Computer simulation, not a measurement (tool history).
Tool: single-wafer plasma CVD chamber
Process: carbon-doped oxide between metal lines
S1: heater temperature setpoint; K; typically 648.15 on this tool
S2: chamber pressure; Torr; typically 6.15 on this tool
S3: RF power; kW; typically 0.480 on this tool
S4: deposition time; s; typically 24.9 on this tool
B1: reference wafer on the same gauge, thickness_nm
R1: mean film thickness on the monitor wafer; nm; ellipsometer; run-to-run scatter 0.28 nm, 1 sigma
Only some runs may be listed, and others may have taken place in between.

run	hour	S1	S2	S3	S4	B1	R1
1	0.0	648.15	6.15	0.480	24.9	126.978	115.694
2	19.9	648.15	6.15	0.480	24.9	126.974	116.121
3	50.6	648.15	6.15	0.480	22.9	127.036	106.918
4	63.8	642.15	6.15	0.480	27.6	127.047	130.275
5	98.5	648.15	6.15	0.480	24.9	127.041	115.545
6	127.5	648.15	6.15	0.555	21.1	127.021	106.186
7	160.6	648.15	6.15	0.555	21.1	127.058	106.202
8	173.8	648.15	6.15	0.480	24.9	127.107	115.114
# hour 183.6: RF generator calibrated
9	190.8	648.15	6.15	0.480	24.9	127.065	111.681
10	220.8	648.15	6.15	0.480	24.9	126.887	111.584
11	238.7	648.15	6.15	0.480	27.0	126.912	121.316
12	266.4	634.15	7.07	0.395	21.9	127.163	91.246
# hour 281.0: showerhead replaced
13	295.5	648.15	6.15	0.480	24.9	127.163	111.391
# hour 308.6: RF generator calibrated, repeated, since the last time left the tool worse
14	309.7	648.15	6.15	0.480	24.9	127.058	119.094
# hour 327.8: gauge calibrated
15	329.7	643.15	7.21	0.415	24.9	127.026	111.826
16	358.5	648.15	6.15	0.480	24.9	126.913	118.793
17	410.1	642.15	6.15	0.480	24.9	126.839	121.078
18	433.4	648.15	5.19	0.395	24.9	127.020	104.017
19	454.0	648.15	6.98	0.480	24.9	127.023	119.920
20	478.1	660.15	5.75	0.480	27.4	127.125	125.766
# hour 508.3: thermocouple changed; heater temperature recalibrated
21	508.8	648.15	6.15	0.395	24.9	126.890	105.861
# hour 528.6: capacitance manometer re-zeroed and calibrated
22	539.1	648.15	4.68	0.520	24.9	127.016	120.432
23	560.1	648.15	6.15	0.515	24.9	126.932	123.935
24	573.0	653.15	4.67	0.415	20.7	127.005	86.919
25	598.2	648.15	6.15	0.480	24.9	127.022	118.438
26	625.1	641.15	6.15	0.480	28.4	126.966	137.395
27	646.4	648.15	6.15	0.480	24.9	127.025	118.906
28	668.7	648.15	6.15	0.480	24.9	126.941	118.640
29	736.0	648.15	6.15	0.480	24.9	126.928	118.341

Branching from run 29: 3 alternative next runs. What would each branch give?
A	736.4	648.15	6.15	0.480	24.9	?	?
B	736.4	648.15	6.69	0.480	24.9	?	?
C	736.4	648.15	7.11	0.480	20.7	?	?

run	B1	R1
A	126.986	118.791
B	126.986	119.653
C	126.986	100.131
With no hidden state in the tool, these same runs would have given:
run	R1
A	119.306
B	120.171
C	100.565
